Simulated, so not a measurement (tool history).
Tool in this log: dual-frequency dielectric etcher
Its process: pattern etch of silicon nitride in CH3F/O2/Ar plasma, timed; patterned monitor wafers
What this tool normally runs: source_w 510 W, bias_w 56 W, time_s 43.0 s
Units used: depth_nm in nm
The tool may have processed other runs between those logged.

| run | day | source_w | bias_w | time_s | wafers since the last listed run | hours since the last wet clean | hours since the last source power generator calibration | hours since the last bias power generator calibration | hours since the last upper electrode change | hours since the gauge calibration | read-back reference wafer on the same gauge, depth_nm | depth_nm |
|---|---|---|---|---|---|---|---|---|---|---|---|---|
| 1 | 0.000 | 510 | 56 | 34.0 | 0 | 39.1 | 1148.5 | 2095.5 | 5262.9 | 700.3 | 37.85 | 25.70 |
| 2 | 2.221 | 510 | 56 | 34.0 | 573 | 92.4 | 1201.8 | 2148.8 | 5316.2 | 753.6 | 37.86 | 25.46 |
| 3 | 4.812 | 510 | 60 | 43.0 | 669 | 154.6 | 1264.0 | 2211.0 | 5378.4 | 815.8 | 37.92 | 33.13 |
| 4 | 5.333 | 510 | 60 | 43.0 | 134 | 167.1 | 1276.5 | 2223.5 | 5390.9 | 828.3 | 37.83 | 32.68 |
|  | 6.662 | upper electrode replaced |
| 5 | 6.683 | 480 | 56 | 43.0 | 90 | 199.5 | 1308.9 | 2255.9 | 0.5 | 860.7 | 37.86 | 31.59 |
| 6 | 8.008 | 480 | 56 | 43.0 | 342 | 231.3 | 1340.7 | 2287.7 | 32.3 | 892.5 | 37.86 | 32.01 |
| 7 | 9.442 | 480 | 56 | 43.0 | 370 | 265.7 | 1375.1 | 2322.1 | 66.7 | 926.9 | 37.84 | 31.64 |
|  | 10.088 | gauge calibrated |
| 8 | 10.200 | 580 | 69 | 38.0 | 195 | 283.9 | 1393.3 | 2340.3 | 84.9 | 2.7 | 37.88 | 31.18 |
| 9 | 10.767 | 510 | 56 | 43.0 | 146 | 297.5 | 1406.9 | 2353.9 | 98.5 | 16.3 | 37.86 | 32.18 |
| 10 | 11.542 | 420 | 56 | 43.0 | 200 | 316.1 | 1425.5 | 2372.5 | 117.1 | 34.9 | 37.90 | 30.82 |
|  | 12.583 | bias power generator calibrated |
| 11 | 13.392 | 570 | 56 | 34.0 | 434 | 360.5 | 1469.9 | 19.4 | 161.5 | 79.3 | 37.90 | 26.32 |
| 12 | 14.096 | 610 | 45 | 54.5 | 181 | 377.4 | 1486.8 | 36.3 | 178.4 | 96.2 | 37.87 | 40.86 |
| 13 | 15.071 | 510 | 56 | 43.0 | 251 | 400.8 | 1510.2 | 59.7 | 201.8 | 119.6 | 37.92 | 32.43 |
| 14 | 16.008 | 510 | 56 | 43.0 | 242 | 423.3 | 1532.7 | 82.2 | 224.3 | 142.1 | 37.91 | 32.03 |
| 15 | 16.867 | 510 | 56 | 43.0 | 221 | 443.9 | 1553.3 | 102.8 | 244.9 | 162.7 | 37.91 | 32.25 |
|  | 18.083 | wet clean of the chamber |
| 16 | 18.183 | 510 | 49 | 43.0 | 81 | 2.4 | 1584.9 | 134.4 | 276.5 | 194.3 | 37.85 | 31.09 |
|  | 18.942 | source power generator calibrated |
| 17 | 19.092 | 510 | 56 | 43.0 | 191 | 24.2 | 3.6 | 156.2 | 298.3 | 216.1 | 37.95 | 32.06 |
| 18 | 20.408 | 460 | 62 | 55.0 | 340 | 55.8 | 35.2 | 187.8 | 329.9 | 247.7 | 37.81 | 41.40 |
| 19 | 21.362 | 510 | 56 | 43.0 | 246 | 78.7 | 58.1 | 210.7 | 352.8 | 270.6 | 37.92 | 32.30 |
| 20 | 22.271 | 400 | 56 | 43.0 | 234 | 100.5 | 79.9 | 232.5 | 374.6 | 292.4 | 37.89 | 30.56 |
| 21 | 23.104 | 420 | 56 | 39.5 | 215 | 120.5 | 99.9 | 252.5 | 394.6 | 312.4 | 37.87 | 28.15 |
| 22 | 24.596 | 510 | 56 | 43.0 | 385 | 156.3 | 135.7 | 288.3 | 430.4 | 348.2 | 38.00 | 32.30 |
| 23 | 25.417 | 420 | 65 | 43.0 | 212 | 176.0 | 155.4 | 308.0 | 450.1 | 367.9 | 37.95 | 31.78 |
| 24 | 26.867 | 510 | 45 | 51.0 | 374 | 210.8 | 190.2 | 342.8 | 484.9 | 402.7 | 37.88 | 36.22 |
| 25 | 27.988 | 620 | 65 | 36.5 | 289 | 237.7 | 217.1 | 369.7 | 511.8 | 429.6 | 38.00 | 30.02 |
| 26 | 29.188 | 510 | 56 | 53.5 | 309 | 266.5 | 245.9 | 398.5 | 540.6 | 458.4 | 37.93 | 40.00 |
| 27 | 29.879 | 440 | 66 | 43.0 | 178 | 283.1 | 262.5 | 415.1 | 557.2 | 475.0 | 37.99 | 32.43 |
| 28 | 30.392 | 420 | 56 | 39.5 | 132 | 295.4 | 274.8 | 427.4 | 569.5 | 487.3 | 37.99 | 28.16 |
| 29 | 30.938 | 510 | 56 | 43.0 | 141 | 308.5 | 287.9 | 440.5 | 582.6 | 500.4 | 37.94 | 32.14 |
| 30 | 32.325 | 580 | 47 | 51.0 | 358 | 341.8 | 321.2 | 473.8 | 615.9 | 533.7 | 37.93 | 38.35 |

Describe how what the log doesn't record of the tool's condition differs between the last listed run preceding each entry between runs and the first listed run following it.
After run 4, before run 5: upper electrode replaced (day 6.662)
  nothing in the hidden state changes from one run to the other
After run 7, before run 8: gauge calibrated (day 10.088)
  nothing in the hidden state changes from one run to the other
After run 10, before run 11: bias power generator calibrated (day 12.583)
  nothing in the hidden state changes from one run to the other
After run 15, before run 16: wet clean of the chamber (day 18.083)
  nothing in the hidden state changes from one run to the other
After run 16, before run 17: source power generator calibrated (day 18.942)
  nothing in the hidden state changes from one run to the other

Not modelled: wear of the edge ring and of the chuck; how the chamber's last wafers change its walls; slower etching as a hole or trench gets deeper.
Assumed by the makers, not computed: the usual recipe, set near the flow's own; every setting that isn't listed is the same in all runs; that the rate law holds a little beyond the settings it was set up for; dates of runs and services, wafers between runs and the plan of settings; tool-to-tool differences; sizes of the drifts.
